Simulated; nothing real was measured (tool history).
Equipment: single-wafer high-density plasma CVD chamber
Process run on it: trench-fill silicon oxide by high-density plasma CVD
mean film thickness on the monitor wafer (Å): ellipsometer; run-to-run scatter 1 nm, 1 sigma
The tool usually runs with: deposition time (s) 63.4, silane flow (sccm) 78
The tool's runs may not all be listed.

| run | hour | deposition time (s) | silane flow (sccm) | wafers since the last listed run | hours since the silane flow controller was replaced | hours since the gauge calibration | read-back reference wafer on the same gauge, thickness_nm | mean film thickness on the monitor wafer (Å) |
|---|---|---|---|---|---|---|---|---|
| 1 | 0.0 | 55.2 | 78 | 0 | 2837.2 | 172.1 | 508.660 | 4232.20 |
| 2 | 22.5 | 55.2 | 78 | 330 | 2859.7 | 194.6 | 508.205 | 4227.33 |
| 3 | 49.0 | 73.1 | 78 | 389 | 2886.2 | 221.1 | 507.441 | 5579.69 |
| 4 | 76.9 | 63.4 | 78 | 410 | 2914.1 | 249.0 | 506.747 | 4841.33 |
| 5 | 101.6 | 63.4 | 78 | 363 | 2938.8 | 273.7 | 506.453 | 4850.83 |
| 6 | 126.0 | 63.4 | 78 | 358 | 2963.2 | 298.1 | 506.272 | 4841.32 |
| 7 | 155.0 | 63.4 | 78 | 426 | 2992.2 | 327.1 | 505.748 | 4842.17 |
| 8 | 181.0 | 63.4 | 78 | 382 | 3018.2 | 353.1 | 505.737 | 4831.23 |
| 9 | 204.2 | 63.4 | 78 | 341 | 3041.4 | 376.3 | 505.523 | 4837.56 |
| 10 | 224.4 | 63.4 | 78 | 297 | 3061.6 | 396.5 | 505.513 | 4822.13 |
| 11 | 251.2 | 69.8 | 88 | 394 | 3088.4 | 423.3 | 505.164 | 5829.56 |
| 12 | 281.6 | 69.8 | 88 | 447 | 3118.8 | 453.7 | 505.117 | 5848.12 |
| 13 | 314.4 | 63.4 | 78 | 482 | 3151.6 | 486.5 | 504.829 | 4835.91 |
| 14 | 347.7 | 63.4 | 78 | 489 | 3184.9 | 519.8 | 504.855 | 4827.49 |
| 15 | 363.3 | 63.4 | 78 | 229 | 3200.5 | 535.4 | 504.451 | 4828.57 |
| 16 | 406.4 | 63.4 | 78 | 633 | 3243.6 | 578.5 | 504.124 | 4806.27 |
| 17 | 430.9 | 63.4 | 78 | 360 | 3268.1 | 603.0 | 504.323 | 4797.63 |
| 18 | 458.2 | 63.4 | 84 | 401 | 3295.4 | 630.3 | 503.908 | 5106.65 |
| 19 | 491.1 | 63.4 | 84 | 483 | 3328.3 | 663.2 | 503.812 | 5103.50 |
|  | 514.4 | gauge calibrated |
| 20 | 526.0 | 74.0 | 71 | 513 | 3363.2 | 11.6 | 513.583 | 5329.80 |
| 21 | 553.7 | 51.4 | 66 | 407 | 3390.9 | 39.3 | 512.481 | 3491.16 |
| 22 | 577.0 | 75.6 | 89 | 342 | 3414.2 | 62.6 | 511.423 | 6471.49 |
| 23 | 592.4 | 72.0 | 78 | 226 | 3429.6 | 78.0 | 511.380 | 5551.73 |
| 24 | 621.4 | 58.2 | 91 | 426 | 3458.6 | 107.0 | 510.300 | 5078.63 |
| 25 | 655.6 | 67.9 | 78 | 503 | 3492.8 | 141.2 | 509.741 | 5244.87 |
| 26 | 677.9 | 52.8 | 78 | 327 | 3515.1 | 163.5 | 509.336 | 4045.02 |
| 27 | 713.2 | 54.2 | 71 | 519 | 3550.4 | 198.8 | 508.634 | 3860.51 |
| 28 | 728.1 | 52.4 | 70 | 219 | 3565.3 | 213.7 | 507.983 | 3688.63 |
| 29 | 744.2 | 53.3 | 71 | 236 | 3581.4 | 229.8 | 508.016 | 3785.35 |
|  | 753.5 | silane flow controller replaced |
| 30 | 764.6 | 54.8 | 89 | 182 | 11.1 | 250.2 | 507.766 | 4649.92 |
| 31 | 784.4 | 57.1 | 78 | 291 | 30.9 | 270.0 | 507.015 | 4373.85 |
| 32 | 810.7 | 63.4 | 78 | 386 | 57.2 | 296.3 | 507.054 | 4851.95 |
| 33 | 836.6 | 54.4 | 68 | 380 | 83.1 | 322.2 | 506.616 | 3753.52 |
| 34 | 851.9 | 56.7 | 64 | 225 | 98.4 | 337.5 | 506.415 | 3711.64 |
| 35 | 877.0 | 67.6 | 63 | 369 | 123.5 | 362.6 | 506.054 | 4374.33 |
| 36 | 905.9 | 52.8 | 78 | 425 | 152.4 | 391.5 | 505.988 | 4029.83 |
| 37 | 936.1 | 63.4 | 78 | 444 | 182.6 | 421.7 | 505.707 | 4826.33 |
| 38 | 952.9 | 63.4 | 78 | 247 | 199.4 | 438.5 | 505.556 | 4835.87 |

State the hidden condition of the tool at each of the runs:
delivered silane flow above the setpoint (%): 0, the same for each run
H1: gauge reads high (%)
| run | H1 |
|---|---|
| 1 | -0.913 |
| 2 | -0.998 |
| 3 | -1.09 |
| 4 | -1.17 |
| 5 | -1.24 |
| 6 | -1.3 |
| 7 | -1.37 |
| 8 | -1.42 |
| 9 | -1.46 |
| 10 | -1.5 |
| 11 | -1.54 |
| 12 | -1.58 |
| 13 | -1.62 |
| 14 | -1.66 |
| 15 | -1.67 |
| 16 | -1.71 |
| 17 | -1.73 |
| 18 | -1.75 |
| 19 | -1.77 |
| 20 | 0.0842 |
| 21 | -0.11 |
| 22 | -0.258 |
| 23 | -0.349 |
| 24 | -0.505 |
| 25 | -0.668 |
| 26 | -0.763 |
| 27 | -0.897 |
| 28 | -0.948 |
| 29 | -1 |
| 30 | -1.06 |
| 31 | -1.12 |
| 32 | -1.18 |
| 33 | -1.24 |
| 34 | -1.28 |
| 35 | -1.32 |
| 36 | -1.38 |
| 37 | -1.42 |
| 38 | -1.45 |
